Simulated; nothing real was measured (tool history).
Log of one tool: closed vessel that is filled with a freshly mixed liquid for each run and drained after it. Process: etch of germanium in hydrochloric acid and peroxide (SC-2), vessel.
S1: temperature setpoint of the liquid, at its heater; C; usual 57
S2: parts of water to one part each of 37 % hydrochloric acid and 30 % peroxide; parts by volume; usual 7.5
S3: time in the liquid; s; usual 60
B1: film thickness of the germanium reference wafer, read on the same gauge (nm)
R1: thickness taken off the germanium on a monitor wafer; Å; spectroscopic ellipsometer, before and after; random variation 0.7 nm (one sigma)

{"run": 1, "hour": 0.0, "S1": 57, "S2": 7.5, "S3": 60, "B1": 70.01, "R1": 1112.2}
{"run": 2, "hour": 106.6, "S1": 57, "S2": 7.5, "S3": 60, "B1": 69.93, "R1": 1126.3}
{"hour": 114.7, "done": "new drum of peroxide connected"}
{"run": 3, "hour": 201.4, "S1": 54, "S2": 7.5, "S3": 60, "B1": 70, "R1": 1017.5}
{"run": 4, "hour": 262.1, "S1": 54, "S2": 7.5, "S3": 60, "B1": 70.04, "R1": 1020}
{"run": 5, "hour": 322.9, "S1": 57, "S2": 10.5, "S3": 60, "B1": 69.99, "R1": 1071.2}
{"run": 6, "hour": 406.0, "S1": 57, "S2": 10.5, "S3": 60, "B1": 70.01, "R1": 1087.9}
{"run": 7, "hour": 482.1, "S1": 63, "S2": 10, "S3": 60, "B1": 70.02, "R1": 1300.1}
{"run": 8, "hour": 533.7, "S1": 63, "S2": 10, "S3": 60, "B1": 70.02, "R1": 1287.7}
{"run": 9, "hour": 621.7, "S1": 63, "S2": 10, "S3": 60, "B1": 70, "R1": 1291}
{"run": 10, "hour": 681.1, "S1": 57, "S2": 7.5, "S3": 60, "B1": 69.99, "R1": 1100.8}
{"hour": 721.7, "done": "new drum of peroxide connected"}
{"run": 11, "hour": 774.8, "S1": 57, "S2": 7.5, "S3": 60, "B1": 69.98, "R1": 1110.6}
{"run": 12, "hour": 820.1, "S1": 57, "S2": 7.5, "S3": 60, "B1": 70.01, "R1": 1109}
{"run": 13, "hour": 907.7, "S1": 57, "S2": 7.5, "S3": 60, "B1": 69.99, "R1": 1091.9}
{"hour": 987.9, "done": "chemicals flow meter replaced"}
{"run": 14, "hour": 996.2, "S1": 57, "S2": 7.5, "S3": 60, "B1": 69.97, "R1": 1095.1}
{"run": 15, "hour": 1037.0, "S1": 57, "S2": 7.5, "S3": 45, "B1": 69.94, "R1": 830.6}
{"run": 16, "hour": 1075.4, "S1": 61.5, "S2": 4, "S3": 85, "B1": 70.03, "R1": 1824.6}
{"run": 17, "hour": 1177.5, "S1": 57, "S2": 7.5, "S3": 60, "B1": 69.98, "R1": 1102.2}
{"run": 18, "hour": 1215.3, "S1": 47, "S2": 5.5, "S3": 45, "B1": 69.99, "R1": 602.8}
{"hour": 1312.7, "done": "thermometer replaced"}
{"run": 19, "hour": 1323.1, "S1": 57, "S2": 7.5, "S3": 60, "B1": 70.01, "R1": 1119.7}
{"hour": 1348.8, "done": "new drum of peroxide connected"}
{"hour": 1369.2, "done": "gauge calibrated"}
{"run": 20, "hour": 1399.1, "S1": 61, "S2": 5, "S3": 30, "B1": 69.98, "R1": 644.2}
{"run": 21, "hour": 1554.6, "S1": 51, "S2": 7.5, "S3": 60, "B1": 70.03, "R1": 926.6}
{"run": 22, "hour": 1595.2, "S1": 54.5, "S2": 10, "S3": 60, "B1": 69.99, "R1": 1018.1}
{"run": 23, "hour": 1697.2, "S1": 49, "S2": 11, "S3": 60, "B1": 69.99, "R1": 844.7}
{"run": 24, "hour": 1780.9, "S1": 57, "S2": 7.5, "S3": 60, "B1": 69.97, "R1": 1102.1}
{"run": 25, "hour": 1865.4, "S1": 63.5, "S2": 5.5, "S3": 60, "B1": 69.97, "R1": 1381.8}
{"hour": 1884.6, "done": "new drum of peroxide connected"}
{"run": 26, "hour": 1904.5, "S1": 63, "S2": 10, "S3": 60, "B1": 70.01, "R1": 1291.3}
{"run": 27, "hour": 1975.4, "S1": 62, "S2": 4, "S3": 80, "B1": 70.04, "R1": 1783.2}
{"run": 28, "hour": 2021.3, "S1": 52, "S2": 4.5, "S3": 60, "B1": 69.98, "R1": 980.8}

Forecast each of these 5 alternatives for the next run:
{"run": "A", "hour": 2022.0, "S1": 57, "S2": 7.5, "S3": 90, "B1": "?", "R1": "?"}
{"run": "B", "hour": 2022.0, "S1": 64, "S2": 7.5, "S3": 60, "B1": "?", "R1": "?"}
{"run": "C", "hour": 2022.0, "S1": 62.5, "S2": 9.5, "S3": 35, "B1": "?", "R1": "?"}
{"run": "D", "hour": 2022.0, "S1": 57, "S2": 8.5, "S3": 60, "B1": "?", "R1": "?"}
{"run": "E", "hour": 2022.0, "S1": 50.5, "S2": 7.5, "S3": 60, "B1": "?", "R1": "?"}

run=A B1=70.01 R1=1672.7
run=B B1=70.01 R1=1373.4
run=C B1=70.01 R1=750.8
run=D B1=70.01 R1=1104.6
run=E B1=70.01 R1=910.9
Without the tool's hidden state the same runs would have given:
run=A R1=1697.3
run=B R1=1392.6
run=C R1=761.3
run=D R1=1120.8
run=E R1=924.9
